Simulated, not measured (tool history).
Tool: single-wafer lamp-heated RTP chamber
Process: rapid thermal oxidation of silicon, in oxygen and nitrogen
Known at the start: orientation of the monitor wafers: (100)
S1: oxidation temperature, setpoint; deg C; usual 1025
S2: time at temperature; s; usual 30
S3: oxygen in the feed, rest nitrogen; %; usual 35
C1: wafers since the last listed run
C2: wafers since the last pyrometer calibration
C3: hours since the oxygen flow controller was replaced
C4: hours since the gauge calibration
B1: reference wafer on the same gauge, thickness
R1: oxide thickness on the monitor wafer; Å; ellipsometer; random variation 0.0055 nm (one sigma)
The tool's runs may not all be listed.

run   hour    S1  S2  S3   C1    C2      C3     C4     B1     R1
  1    0.0  1018  40  35    0  2271  3250.9  163.1  3.432  40.16
  2    7.4  1018  40  35   63  2335  3258.3  170.5  3.428  40.10
  3   13.7  1018  40  35   54  2389  3264.6  176.8  3.430  40.16
  4   30.1  1025  24  51  141  2531  3281.0  193.2  3.430  38.74
  5   38.1  1025  24  51   69  2600  3289.0  201.2  3.428  38.86
  6   53.0  1025  24  51  128  2729  3303.9  216.1  3.431  38.79
      73.3  -- gauge calibrated
      74.2  -- oxygen flow controller replaced
  7   74.7  1025  30  35  118  2847     0.5    1.4  3.429  37.65
  8  106.3  1025  30  35  273  3120    32.1   33.0  3.430  37.75
     123.2  -- pyrometer window cleaned and pyrometer calibrated
  9  123.7  1025  30  35   81     4    49.5   50.4  3.430  36.90
 10  126.9  1025  30  35   27    32    52.7   53.6  3.429  37.04
 11  167.3  1036  23  59  349   381    93.1   94.0  3.432  42.16
 12  177.1  1014  30  35   84   466   102.9  103.8  3.427  34.68
 13  194.0  1025  42  53  146   612   119.8  120.7  3.429  48.51
 14  201.1  1025  30  35   61   673   126.9  127.8  3.429  36.99
 15  211.0  1036  37  47   85   758   136.8  137.7  3.428  47.63
 16  218.0  1025  30  21   60   819   143.8  144.7  3.429  32.21
 17  234.9  1025  37  17  146   965   160.7  161.6  3.429  32.85

5 ways to go on from here, each from the tool as it stands after run 17. What would each give?
  A  235.3  1025  37  35   3  968  161.1  162.0   ?   ?
  B  235.3  1025  30  19   3  968  161.1  162.0   ?   ?
  C  235.3  1049  30  17   3  968  161.1  162.0   ?   ?
  D  235.3  1004  37  35   3  968  161.1  162.0   ?   ?
  E  235.3  1054  30  35   3  968  161.1  162.0   ?   ?

run     B1     R1
  A  3.429  40.39
  B  3.429  31.51
  C  3.429  34.74
  D  3.429  35.49
  E  3.429  44.67
Without the tool's hidden state the same runs would have given:
run     R1
  A  40.03
  B  31.29
  C  34.47
  D  35.19
  E  44.26
